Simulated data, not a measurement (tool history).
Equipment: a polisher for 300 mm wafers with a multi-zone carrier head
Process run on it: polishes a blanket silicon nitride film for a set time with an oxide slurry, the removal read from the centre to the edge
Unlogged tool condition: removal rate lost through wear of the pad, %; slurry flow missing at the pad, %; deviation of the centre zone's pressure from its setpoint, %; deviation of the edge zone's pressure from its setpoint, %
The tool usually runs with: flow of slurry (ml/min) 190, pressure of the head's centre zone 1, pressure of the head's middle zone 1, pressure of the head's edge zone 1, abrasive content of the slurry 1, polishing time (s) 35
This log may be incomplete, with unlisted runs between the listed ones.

run,hour,flow of slurry (ml/min),pressure of the head's centre zone,pressure of the head's middle zone,pressure of the head's edge zone,abrasive content of the slurry,polishing time (s),wafers since the last listed run,wafers polished on this pad,hours since the slurry nozzle was cleaned,hours since the centre zone pressure was calibrated,hours since the edge zone pressure was calibrated,hours since the carrier head's membrane was replaced,"incoming thickness of the incoming film, nm",film removed at the wafer's centre (nm),film removed at mid-radius (nm),film removed at the wafer's edge (nm)
1,0,190,1,1,1,1,35,0,975,611,713.1,1100.3,1043.1,392.4,24.2,24.3,24.5
# hour 13.7: worn pad replaced by a new one
2,14.2,190,1,1,1,1,35,152,8,625.2,727.3,1114.5,1057.3,384.6,23.8,24,23.7
3,20,220,1,1,1,1,35,86,94,631,733.1,1120.3,1063.1,394.2,24.7,25.3,24.4
4,34.9,190,1,1.05,1,1,35,222,316,645.9,748,1135.2,1078,388,23.8,26,24
5,49.9,190,1,1,1,1,35,223,540,660.9,763,1150.2,1093,392.1,24.3,24.5,24.8
# hour 52.5: edge zone pressure recalibrated
6,65.3,190,1,1,1,1,35,199,740,676.3,778.4,12.8,1108.4,391.3,24,24.8,24
7,71.4,190,1,1,1,1,35,91,831,682.4,784.5,18.9,1114.5,391,24.4,24.4,23.6
# hour 84.1: worn pad replaced by a new one
8,88.8,190,1,1,1,1,35,199,70,699.8,801.9,36.3,1131.9,388.4,24,24.1,24.3
9,99.8,190,1,1,1,1,35,164,234,710.8,812.9,47.3,1142.9,390.8,23.9,25,23.4
# hour 130.2: slurry nozzle cleaned
10,141.1,190,1,1,1,1,35,601,835,10.9,854.2,88.6,1184.2,384.5,23.8,24.7,23.7
# hour 164.6: worn pad replaced by a new one
11,167.6,190,1,1,1,1,35,335,45,37.4,880.7,115.1,1210.7,392.4,23.6,24.5,24
12,176.5,190,1,1,1,1,35,132,177,46.3,889.6,124,1219.6,392.9,24,24.1,24.3
13,182.9,230,0.97,1,1,1,30,95,273,52.7,896,130.4,1226,392.8,20.3,21.7,21.6
14,190.4,190,0.91,1,0.9,0.9,44,111,385,60.2,903.5,137.9,1233.5,389.8,26.4,30.2,27.5
# hour 200.6: centre zone pressure recalibrated
# hour 204.4: carrier head's membrane replaced by a new one
15,204.9,190,1,1,1,1.1,35,130,515,74.7,4.3,152.4,0.5,392,24.7,25.3,25.1
16,221.5,190,1,1,1,1.15,24,247,762,91.3,20.9,169,17.1,389.4,17.6,17.4,17.2
# hour 235.2: worn pad replaced by a new one
17,238.4,130,1,1,1,1,46,192,47,108.2,37.8,185.9,34,388.7,29.1,29.7,30.2
18,247.3,190,1,0.96,1,0.75,35,132,180,117.1,46.7,194.8,42.9,388.4,21,21.1,21.4
19,255.3,190,0.9,1,1,1.1,35,119,299,125.1,54.7,202.8,50.9,393.5,22.2,25.9,25.6
20,272.6,190,1,1,1,1,35,258,557,142.4,72,220.1,68.2,390.7,24.2,24.6,23.8
21,283.7,190,1,1,1,1,35,165,723,153.5,83.1,231.2,79.3,392.6,24.2,24.6,24.1
22,289.8,190,1,0.93,1,0.85,35,91,814,159.6,89.2,237.3,85.4,395.8,22.7,21.9,22.6

Branching from run 22: 4 alternative next runs. What would each branch give?
A,290.2,190,1,1,1,1,35,5,820,160,89.6,237.7,85.8,390.3,?,?,?
B,290.2,190,1,1,1,1,29,5,820,160,89.6,237.7,85.8,390.3,?,?,?
C,290.2,150,1,1,1,1,35,5,820,160,89.6,237.7,85.8,390.3,?,?,?
D,290.2,230,1,1.1,1.04,1,31,5,820,160,89.6,237.7,85.8,390.3,?,?,?

run,film removed at the wafer's centre (nm),film removed at mid-radius (nm),film removed at the wafer's edge (nm)
A,24.1,24.9,24
B,20,20.6,19.9
C,22.9,23.8,23.2
D,22.1,24.6,22.1
Stripped of hidden state, with their random variation kept, the same runs would have yielded:
run,film removed at the wafer's centre (nm),film removed at mid-radius (nm),film removed at the wafer's edge (nm)
A,24.1,24.9,24
B,20,20.6,19.9
C,22.9,23.8,23.2
D,22.1,24.6,22.1
